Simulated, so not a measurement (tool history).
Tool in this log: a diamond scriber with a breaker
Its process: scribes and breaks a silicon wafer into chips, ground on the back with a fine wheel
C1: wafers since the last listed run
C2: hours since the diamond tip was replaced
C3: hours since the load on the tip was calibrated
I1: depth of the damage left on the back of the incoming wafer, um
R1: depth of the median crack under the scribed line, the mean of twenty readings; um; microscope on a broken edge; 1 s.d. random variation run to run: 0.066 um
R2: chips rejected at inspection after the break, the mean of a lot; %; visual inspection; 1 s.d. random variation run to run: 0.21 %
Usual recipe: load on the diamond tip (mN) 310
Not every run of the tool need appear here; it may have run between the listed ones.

{"run": 1, "day": 0.0, "load on the diamond tip (mN)": 310, "C1": 0, "C2": 632, "C3": 1126.8, "I1": 2.37, "R1": 7.4, "R2": 4.53}
{"run": 2, "day": 4.308, "load on the diamond tip (mN)": 310, "C1": 189, "C2": 735.4, "C3": 1230.2, "I1": 1.93, "R1": 7.46, "R2": 3.23}
{"day": 6.504, "done": "diamond tip replaced by a new one"}
{"run": 3, "day": 7.433, "load on the diamond tip (mN)": 310, "C1": 133, "C2": 22.3, "C3": 1305.2, "I1": 2.04, "R1": 7.38, "R2": 3.55}
{"run": 4, "day": 11.783, "load on the diamond tip (mN)": 310, "C1": 191, "C2": 126.7, "C3": 1409.6, "I1": 1.69, "R1": 7.5, "R2": 2.64}
{"run": 5, "day": 15.479, "load on the diamond tip (mN)": 310, "C1": 162, "C2": 215.4, "C3": 1498.3, "I1": 2.13, "R1": 7.49, "R2": 3.88}
{"day": 15.996, "done": "load on the tip recalibrated"}
{"run": 6, "day": 17.604, "load on the diamond tip (mN)": 337, "C1": 89, "C2": 266.4, "C3": 38.6, "I1": 2.94, "R1": 7.9, "R2": 6.95}
{"run": 7, "day": 20.558, "load on the diamond tip (mN)": 337, "C1": 130, "C2": 337.3, "C3": 109.5, "I1": 2.23, "R1": 7.89, "R2": 4.25}
{"run": 8, "day": 22.188, "load on the diamond tip (mN)": 337, "C1": 71, "C2": 376.4, "C3": 148.6, "I1": 2.61, "R1": 7.83, "R2": 5.65}
{"run": 9, "day": 29.229, "load on the diamond tip (mN)": 310, "C1": 309, "C2": 545.4, "C3": 317.6, "I1": 1.69, "R1": 7.52, "R2": 2.85}
{"run": 10, "day": 33.425, "load on the diamond tip (mN)": 352, "C1": 184, "C2": 646.1, "C3": 418.3, "I1": 2.34, "R1": 8.12, "R2": 5.07}
{"run": 11, "day": 37.362, "load on the diamond tip (mN)": 352, "C1": 173, "C2": 740.6, "C3": 512.8, "I1": 2.17, "R1": 8, "R2": 4.93}
{"day": 44.6, "done": "diamond tip replaced by a new one"}
{"run": 12, "day": 50.058, "load on the diamond tip (mN)": 352, "C1": 555, "C2": 131, "C3": 817.5, "I1": 2.76, "R1": 7.98, "R2": 6.59}
{"run": 13, "day": 59.938, "load on the diamond tip (mN)": 310, "C1": 434, "C2": 368.1, "C3": 1054.6, "I1": 2.27, "R1": 7.46, "R2": 4.09}
{"run": 14, "day": 64.392, "load on the diamond tip (mN)": 370, "C1": 196, "C2": 475, "C3": 1161.5, "I1": 2.9, "R1": 8.41, "R2": 7.02}
{"run": 15, "day": 67.329, "load on the diamond tip (mN)": 370, "C1": 129, "C2": 545.5, "C3": 1232, "I1": 1.71, "R1": 8.38, "R2": 4.53}
{"day": 67.712, "done": "load on the tip recalibrated"}
{"run": 16, "day": 71.804, "load on the diamond tip (mN)": 370, "C1": 193, "C2": 652.9, "C3": 98.2, "I1": 1.7, "R1": 8.39, "R2": 4.55}
{"run": 17, "day": 75.492, "load on the diamond tip (mN)": 368, "C1": 162, "C2": 741.4, "C3": 186.7, "I1": 2.78, "R1": 8.26, "R2": 6.75}
{"run": 18, "day": 79.575, "load on the diamond tip (mN)": 368, "C1": 179, "C2": 839.4, "C3": 284.7, "I1": 2.71, "R1": 8.37, "R2": 7.41}
{"run": 19, "day": 82.312, "load on the diamond tip (mN)": 241, "C1": 120, "C2": 905.1, "C3": 350.4, "I1": 2.5, "R1": 6.5, "R2": 10.13}
{"run": 20, "day": 85.021, "load on the diamond tip (mN)": 259, "C1": 119, "C2": 970.1, "C3": 415.4, "I1": 2.54, "R1": 6.78, "R2": 9.27}
{"day": 86.279, "done": "diamond tip replaced by a new one"}
{"run": 21, "day": 88.508, "load on the diamond tip (mN)": 278, "C1": 149, "C2": 53.5, "C3": 499.1, "I1": 2.36, "R1": 7.02, "R2": 5.82}
{"run": 22, "day": 90.483, "load on the diamond tip (mN)": 346, "C1": 86, "C2": 100.9, "C3": 546.5, "I1": 1.72, "R1": 7.96, "R2": 3.28}
{"run": 23, "day": 93.171, "load on the diamond tip (mN)": 343, "C1": 118, "C2": 165.4, "C3": 611, "I1": 2.14, "R1": 7.99, "R2": 4.53}
{"run": 24, "day": 95.383, "load on the diamond tip (mN)": 256, "C1": 97, "C2": 218.5, "C3": 664.1, "I1": 2.62, "R1": 6.65, "R2": 9.6}
{"run": 25, "day": 99.475, "load on the diamond tip (mN)": 377, "C1": 180, "C2": 316.7, "C3": 762.3, "I1": 2.49, "R1": 8.41, "R2": 6.88}
{"run": 26, "day": 103.733, "load on the diamond tip (mN)": 310, "C1": 187, "C2": 418.9, "C3": 864.5, "I1": 1.53, "R1": 7.58, "R2": 2.8}
{"run": 27, "day": 106.479, "load on the diamond tip (mN)": 281, "C1": 120, "C2": 484.8, "C3": 930.4, "I1": 2.71, "R1": 7.11, "R2": 8.07}
{"run": 28, "day": 110.312, "load on the diamond tip (mN)": 346, "C1": 168, "C2": 576.8, "C3": 1022.4, "I1": 2.73, "R1": 8.02, "R2": 6.5}
{"run": 29, "day": 113.988, "load on the diamond tip (mN)": 310, "C1": 161, "C2": 665, "C3": 1110.6, "I1": 1.93, "R1": 7.55, "R2": 3.32}
{"run": 30, "day": 117.029, "load on the diamond tip (mN)": 310, "C1": 133, "C2": 738, "C3": 1183.6, "I1": 2.93, "R1": 7.46, "R2": 7.45}
{"run": 31, "day": 121.117, "load on the diamond tip (mN)": 250, "C1": 179, "C2": 836.1, "C3": 1281.7, "I1": 2.94, "R1": 6.7, "R2": 12.86}
{"day": 121.983, "done": "diamond tip replaced by a new one"}
{"run": 32, "day": 123.054, "load on the diamond tip (mN)": 389, "C1": 81, "C2": 25.7, "C3": 1328.2, "I1": 2.39, "R1": 8.71, "R2": 6.89}
{"run": 33, "day": 124.608, "load on the diamond tip (mN)": 272, "C1": 68, "C2": 63, "C3": 1365.5, "I1": 1.85, "R1": 6.83, "R2": 4.78}
{"run": 34, "day": 126.954, "load on the diamond tip (mN)": 310, "C1": 103, "C2": 119.3, "C3": 1421.8, "I1": 2.84, "R1": 7.62, "R2": 6.81}
{"run": 35, "day": 129.333, "load on the diamond tip (mN)": 377, "C1": 104, "C2": 176.4, "C3": 1478.9, "I1": 2.67, "R1": 8.53, "R2": 6.86}
{"run": 36, "day": 130.854, "load on the diamond tip (mN)": 310, "C1": 66, "C2": 212.9, "C3": 1515.4, "I1": 1.74, "R1": 7.53, "R2": 2.79}
{"run": 37, "day": 133.433, "load on the diamond tip (mN)": 362, "C1": 113, "C2": 274.8, "C3": 1577.3, "I1": 2.34, "R1": 8.19, "R2": 5.46}

Hidden condition of the tool, last listed run before each entry between runs versus first listed run after:
Logged between run 2 and run 3: diamond tip replaced by a new one (day 6.504)
  nothing in the hidden state changes from one run to the other
Logged between run 5 and run 6: load on the tip recalibrated (day 15.996)
  nothing in the hidden state changes from one run to the other
Logged between run 11 and run 12: diamond tip replaced by a new one (day 44.6)
  nothing in the hidden state changes from one run to the other
Logged between run 15 and run 16: load on the tip recalibrated (day 67.712)
  nothing in the hidden state changes from one run to the other
Logged between run 20 and run 21: diamond tip replaced by a new one (day 86.279)
  nothing in the hidden state changes from one run to the other
Logged between run 31 and run 32: diamond tip replaced by a new one (day 121.983)
  nothing in the hidden state changes from one run to the other

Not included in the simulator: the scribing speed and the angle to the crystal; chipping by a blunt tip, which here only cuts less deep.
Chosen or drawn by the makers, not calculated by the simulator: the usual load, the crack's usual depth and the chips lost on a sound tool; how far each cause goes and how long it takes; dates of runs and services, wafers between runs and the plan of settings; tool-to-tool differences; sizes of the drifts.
